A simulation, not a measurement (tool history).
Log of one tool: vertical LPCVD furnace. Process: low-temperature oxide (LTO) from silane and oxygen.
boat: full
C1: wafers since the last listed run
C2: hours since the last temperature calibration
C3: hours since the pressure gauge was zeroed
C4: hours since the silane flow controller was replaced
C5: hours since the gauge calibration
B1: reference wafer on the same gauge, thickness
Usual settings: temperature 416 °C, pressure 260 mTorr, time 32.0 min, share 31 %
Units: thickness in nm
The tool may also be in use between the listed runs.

{"run": 1, "hour": 0.0, "temperature": 416, "pressure": 260, "time": 32.0, "share": 31, "C1": 0, "C2": 3922.1, "C3": 3675.7, "C4": 2926.4, "C5": 20.2, "B1": 216.85, "thickness": 266.39}
{"run": 2, "hour": 20.2, "temperature": 416, "pressure": 260, "time": 32.0, "share": 31, "C1": 254, "C2": 3942.3, "C3": 3695.9, "C4": 2946.6, "C5": 40.4, "B1": 217.06, "thickness": 265.93}
{"run": 3, "hour": 51.7, "temperature": 416, "pressure": 260, "time": 32.0, "share": 31, "C1": 397, "C2": 3973.8, "C3": 3727.4, "C4": 2978.1, "C5": 71.9, "B1": 217.0, "thickness": 265.94}
{"run": 4, "hour": 140.5, "temperature": 416, "pressure": 260, "time": 32.0, "share": 31, "C1": 1120, "C2": 4062.6, "C3": 3816.2, "C4": 3066.9, "C5": 160.7, "B1": 216.75, "thickness": 265.54}
{"run": 5, "hour": 162.7, "temperature": 416, "pressure": 260, "time": 32.0, "share": 31, "C1": 280, "C2": 4084.8, "C3": 3838.4, "C4": 3089.1, "C5": 182.9, "B1": 216.84, "thickness": 266.81}
{"run": 6, "hour": 189.8, "temperature": 416, "pressure": 260, "time": 32.0, "share": 31, "C1": 341, "C2": 4111.9, "C3": 3865.5, "C4": 3116.2, "C5": 210.0, "B1": 216.74, "thickness": 267.43}
{"run": 7, "hour": 271.3, "temperature": 416, "pressure": 260, "time": 32.0, "share": 31, "C1": 1028, "C2": 4193.4, "C3": 3947.0, "C4": 3197.7, "C5": 291.5, "B1": 216.94, "thickness": 265.43}
{"run": 8, "hour": 304.8, "temperature": 416, "pressure": 260, "time": 32.0, "share": 31, "C1": 422, "C2": 4226.9, "C3": 3980.5, "C4": 3231.2, "C5": 325.0, "B1": 216.97, "thickness": 265.98}
{"run": 9, "hour": 338.6, "temperature": 419, "pressure": 295, "time": 32.0, "share": 31, "C1": 426, "C2": 4260.7, "C3": 4014.3, "C4": 3265.0, "C5": 358.8, "B1": 217.16, "thickness": 311.65}
{"run": 10, "hour": 367.6, "temperature": 419, "pressure": 295, "time": 32.0, "share": 31, "C1": 365, "C2": 4289.7, "C3": 4043.3, "C4": 3294.0, "C5": 387.8, "B1": 217.05, "thickness": 313.54}
{"hour": 404.6, "done": "silane flow controller replaced"}
{"run": 11, "hour": 405.1, "temperature": 416, "pressure": 260, "time": 32.0, "share": 31, "C1": 170, "C2": 4327.2, "C3": 4080.8, "C4": 0.5, "C5": 425.3, "B1": 216.91, "thickness": 267.25}
{"hour": 483.9, "done": "pressure gauge zeroed"}
{"run": 12, "hour": 484.4, "temperature": 416, "pressure": 260, "time": 32.0, "share": 31, "C1": 697, "C2": 4406.5, "C3": 0.5, "C4": 79.8, "C5": 504.6, "B1": 216.9, "thickness": 266.52}
{"run": 13, "hour": 491.3, "temperature": 416, "pressure": 260, "time": 32.0, "share": 31, "C1": 87, "C2": 4413.4, "C3": 7.4, "C4": 86.7, "C5": 511.5, "B1": 217.15, "thickness": 265.62}

Forecast run 14:
{"run": 14, "hour": 513.1, "temperature": 413, "pressure": 260, "time": 37.5, "share": 36, "C1": 275, "C2": 4435.2, "C3": 29.2, "C4": 108.5, "C5": 533.3, "B1": "?", "thickness": "?"}

B1: 217.02
thickness: 370.13 nm
Without the tool's hidden state the same run would have given thickness 370.13 nm.

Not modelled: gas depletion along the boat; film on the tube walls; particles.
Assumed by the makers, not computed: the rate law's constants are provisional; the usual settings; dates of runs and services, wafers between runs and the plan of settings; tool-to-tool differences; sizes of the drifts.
